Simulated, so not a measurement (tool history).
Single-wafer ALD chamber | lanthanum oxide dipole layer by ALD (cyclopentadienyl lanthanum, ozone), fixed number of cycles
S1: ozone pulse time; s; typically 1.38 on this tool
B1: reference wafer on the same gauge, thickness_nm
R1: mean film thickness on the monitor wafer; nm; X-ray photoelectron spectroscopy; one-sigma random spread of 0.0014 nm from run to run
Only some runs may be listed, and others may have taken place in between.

run	day	S1	B1	R1
1	0	1.73	0.653	0.569
2	1.975	1.2	0.653	0.536
3	4.45	1.2	0.653	0.534
4	6.583	1.38	0.653	0.547
5	7.821	1.38	0.654	0.546
6	9.338	1.38	0.654	0.544
7	11.512	1.38	0.653	0.543
# day 12.304: ozone generator serviced
8	13.396	1.38	0.653	0.564
9	15.208	1.38	0.653	0.561
10	18.121	1.14	0.652	0.54
# day 19.079: gauge calibrated
# day 19.346: thermocouple changed; heater temperature recalibrated
11	20.867	1.14	0.654	0.538
12	23.042	1.14	0.653	0.535
13	24.921	1.38	0.653	0.553
14	27.529	0.9	0.652	0.505
15	29.179	1.88	0.652	0.575
# day 31.679: ozone generator serviced
16	31.904	1.76	0.653	0.58
# day 33.162: showerhead replaced
17	33.85	1.89	0.653	0.583
18	36.308	1.61	0.654	0.575
19	38.1	1.53	0.653	0.568
20	39.204	1.38	0.653	0.558
21	42.142	1.75	0.653	0.576
22	45.117	1.61	0.653	0.567
23	46.754	1.01	0.653	0.517
24	49.712	1.38	0.654	0.549
25	52.008	1.89	0.653	0.573
# day 53.442: ozone generator serviced
26	53.592	1.12	0.653	0.543
27	55.079	1.09	0.653	0.537

Run-by-run hidden state of the tool:
wafer temperature above the value expected at the setpoint (K): 0 at every run
gauge reads high (%): 0 at every run
H1: ozone dose above that of a generator just serviced (%)
run	H1
1	-12
2	-13.7
3	-15.8
4	-17.6
5	-18.7
6	-19.9
7	-21.8
8	-1.04
9	-2.58
10	-5.07
11	-7.42
12	-9.27
13	-10.9
14	-13.1
15	-14.5
16	-1.13
17	-2.79
18	-4.89
19	-6.42
20	-7.37
21	-9.87
22	-12.4
23	-13.8
24	-16.3
25	-18.3
26	-1.67
27	-2.94

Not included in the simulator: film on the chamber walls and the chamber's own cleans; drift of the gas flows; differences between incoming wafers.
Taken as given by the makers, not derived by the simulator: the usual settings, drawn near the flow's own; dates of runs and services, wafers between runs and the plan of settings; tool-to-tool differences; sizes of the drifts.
